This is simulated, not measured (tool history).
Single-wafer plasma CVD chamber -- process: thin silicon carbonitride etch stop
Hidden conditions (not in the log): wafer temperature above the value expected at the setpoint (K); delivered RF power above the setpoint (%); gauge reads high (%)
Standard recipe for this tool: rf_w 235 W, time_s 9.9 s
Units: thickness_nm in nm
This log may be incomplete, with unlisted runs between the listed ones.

run     day  rf_w  time_s  wafers since the last listed run  hours since the last thermocouple change  hours since the last RF generator calibration  hours since the showerhead was replaced  hours since the gauge calibration  read-back reference wafer on the same gauge, thickness_nm  thickness_nm
  1       0   235     9.9                                 0                                    1334.5                                          715.7                                   2985.1                               95.6                                                      6.831         6.114
  2   0.529   235     9.9                               453                                    1347.2                                          728.4                                   2997.8                              108.3                                                      6.829         6.105
  3   1.158   205     9.9                               539                                    1362.3                                          743.5                                   3012.9                              123.4                                                       6.83          5.97
  4   1.742   205     9.9                               499                                    1376.3                                          757.5                                   3026.9                              137.4                                                      6.832         5.974
  5   3.008   235     9.9                              1085                                    1406.7                                          787.9                                   3057.3                              167.8                                                      6.832         6.082
  6   4.038   215     9.9                               881                                    1431.4                                          812.6                                     3082                              192.5                                                      6.829             6
  7   5.029   215     9.9                               849                                    1455.2                                          836.4                                   3105.8                              216.3                                                      6.829         6.031
  8   6.392   235     9.9                              1167                                    1487.9                                          869.1                                   3138.5                                249                                                      6.832         6.121
  9   7.338   235     9.9                               810                                    1510.6                                          891.8                                   3161.2                              271.7                                                      6.832         6.115
 10   8.479   235     9.9                               978                                      1538                                          919.2                                   3188.6                              299.1                                                       6.83         6.098
 11   9.117   235     9.9                               546                                    1553.3                                          934.5                                   3203.9                              314.4                                                      6.831         6.093
 12  10.108   235     9.9                               849                                    1577.1                                          958.3                                   3227.7                              338.2                                                       6.83         6.109
 13  11.521   235     9.9                              1210                                      1611                                          992.2                                   3261.6                              372.1                                                      6.832         6.094
 14  12.988   255     9.9                              1256                                    1646.2                                         1027.4                                   3296.8                              407.3                                                      6.832          6.18
 15   13.55   235     9.9                               482                                    1659.7                                         1040.9                                   3310.3                              420.8                                                       6.83         6.116
 16    14.8   235     9.9                              1071                                    1689.7                                         1070.9                                   3340.3                              450.8                                                       6.83         6.077
     15.212  -- gauge calibrated
 17  15.546   235     9.9                               639                                    1707.6                                         1088.8                                   3358.2                                  8                                                      6.828         6.078
 18   16.15   205    8.42                               517                                    1722.1                                         1103.3                                   3372.7                               22.5                                                       6.83         5.074
 19    17.4   200   11.22                              1071                                    1752.1                                         1133.3                                   3402.7                               52.5                                                      6.829          6.75
 20    17.9   250   10.43                               428                                    1764.1                                         1145.3                                   3414.7                               64.5                                                       6.83         6.485
 21  18.612   235    8.35                               610                                    1781.2                                         1162.4                                   3431.8                               81.6                                                      6.829         5.145
 22   19.75   260   10.57                               974                                    1808.5                                         1189.7                                   3459.1                              108.9                                                      6.831         6.627
 23  20.962   265    9.06                              1039                                    1837.6                                         1218.8                                   3488.2                                138                                                      6.831         5.701
 24  21.962   195   11.22                               856                                    1861.6                                         1242.8                                   3512.2                                162                                                       6.83         6.711
 25  23.017   205    8.78                               903                                    1886.9                                         1268.1                                   3537.5                              187.3                                                      6.832         5.287
     24.221  -- showerhead replaced
 26    24.3   275   11.59                               814                                    1917.7                                         1298.9                                      1.9                              218.1                                                      6.829         7.328
 27   25.65   265    8.87                              1156                                    1950.1                                         1331.3                                     34.3                              250.5                                                       6.83         5.582
 28  26.354   235     9.9                               603                                      1967                                         1348.2                                     51.2                              267.4                                                      6.828         6.088
     27.021  -- RF generator calibrated
     27.138  -- thermocouple changed; heater temperature recalibrated
 29  27.158   215     9.9                               303                                       0.5                                            3.3                                     70.5                              286.7                                                      6.827         6.077
 30  27.892   200   11.39                               628                                      18.1                                           20.9                                     88.1                              304.3                                                       6.83         6.929
 31  28.488   235    7.96                               510                                      32.4                                           35.2                                    102.4                              318.6                                                      6.829         4.948
 32  29.667   250   10.77                              1010                                      60.7                                           63.5                                    130.7                              346.9                                                      6.831         6.778
 33  31.088   280     9.9                              1217                                      94.8                                           97.6                                    164.8                                381                                                      6.831         6.339
 34  31.958   210   11.29                               746                                     115.7                                          118.5                                    185.7                              401.9                                                      6.831         6.889
 35  33.012   235     9.9                               903                                       141                                          143.8                                      211                              427.2                                                      6.829          6.15
 36  34.071   235     9.9                               906                                     166.4                                          169.2                                    236.4                              452.6                                                      6.829         6.159
     34.833  -- gauge calibrated
 37  35.146   250     9.9                               921                                     192.2                                            195                                    262.2                                7.5                                                      6.833         6.218

Hidden state at the last listed run before each entry between runs and at the first one after, where it differs:
From run 16 to run 17: gauge calibrated (day 15.212)
  delivered RF power above the setpoint (%): -7.62 -> -7.65
  measured minus no-state result, thickness_nm: -0.077 -> -0.077 nm
From run 25 to run 26: showerhead replaced (day 24.221)
  delivered RF power above the setpoint (%): -7.94 -> -7.98
  measured minus no-state result, thickness_nm: -0.07 -> -0.097 nm
From run 28 to run 29: RF generator calibrated (day 27.021); thermocouple changed; heater temperature recalibrated (day 27.138)
  delivered RF power above the setpoint (%): -8.04 -> -0.145
  measured minus no-state result, thickness_nm: -0.081 -> -0.001 nm
From run 36 to run 37: gauge calibrated (day 34.833)
  delivered RF power above the setpoint (%): -2.5 -> -2.8
  measured minus no-state result, thickness_nm: -0.025 -> -0.029 nm
